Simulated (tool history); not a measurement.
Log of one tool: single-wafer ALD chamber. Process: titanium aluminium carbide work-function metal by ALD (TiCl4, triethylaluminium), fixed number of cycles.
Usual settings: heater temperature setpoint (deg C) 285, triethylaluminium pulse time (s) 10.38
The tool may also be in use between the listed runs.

run   hour  heater temperature setpoint (deg C)  triethylaluminium pulse time (s)  read-back reference wafer on the same gauge, thickness_nm  mean film thickness on the monitor wafer (nm)
  1    0.0                                  297                             12.96                                                      1.721                                          2.076
  2   48.0                                  297                             12.96                                                      1.720                                          2.074
  3  110.1                                  297                             12.96                                                      1.721                                          2.067
  4  162.3                                  285                              7.19                                                      1.720                                          1.815
  5  196.4                                  285                              7.19                                                      1.721                                          1.814
  6  264.4                                  285                             10.38                                                      1.719                                          1.929
  7  296.1                                  285                             10.38                                                      1.720                                          1.929
     323.6  -- gauge calibrated
     401.0  -- triethylaluminium bottle replaced
     421.8  -- thermocouple changed; heater temperature recalibrated
  8  422.3                                  285                             10.38                                                      1.720                                          1.983
  9  454.9                                  293                              7.17                                                      1.719                                          1.928
 10  485.2                                  299                              7.90                                                      1.718                                          2.014
 11  512.3                                  285                             10.38                                                      1.721                                          1.986
 12  537.2                                  285                             10.38                                                      1.719                                          1.979
 13  586.7                                  285                              6.63                                                      1.721                                          1.821
     601.7  -- showerhead replaced
 14  614.5                                  292                              6.60                                                      1.721                                          1.881
 15  681.8                                  285                             10.38                                                      1.720                                          1.966
 16  717.9                                  275                             13.05                                                      1.721                                          1.928
 17  770.5                                  291                             13.14                                                      1.720                                          2.052

4 ways to go on from here, each from the tool as it stands after run 17. What would each give?
  A  770.9                                  285                              6.39                                                          ?                                              ?
  B  770.9                                  271                             10.38                                                          ?                                              ?
  C  770.9                                  285                              6.64                                                          ?                                              ?
  D  770.9                                  285                             12.91                                                          ?                                              ?

run  read-back reference wafer on the same gauge, thickness_nm  mean film thickness on the monitor wafer (nm)
  A                                                      1.719                                          1.803
  B                                                      1.719                                          1.859
  C                                                      1.719                                          1.821
  D                                                      1.719                                          2.009
Without the tool's hidden state the same runs would have given:
run  mean film thickness on the monitor wafer (nm)
  A                                          1.847
  B                                          1.887
  C                                          1.864
  D                                          2.031

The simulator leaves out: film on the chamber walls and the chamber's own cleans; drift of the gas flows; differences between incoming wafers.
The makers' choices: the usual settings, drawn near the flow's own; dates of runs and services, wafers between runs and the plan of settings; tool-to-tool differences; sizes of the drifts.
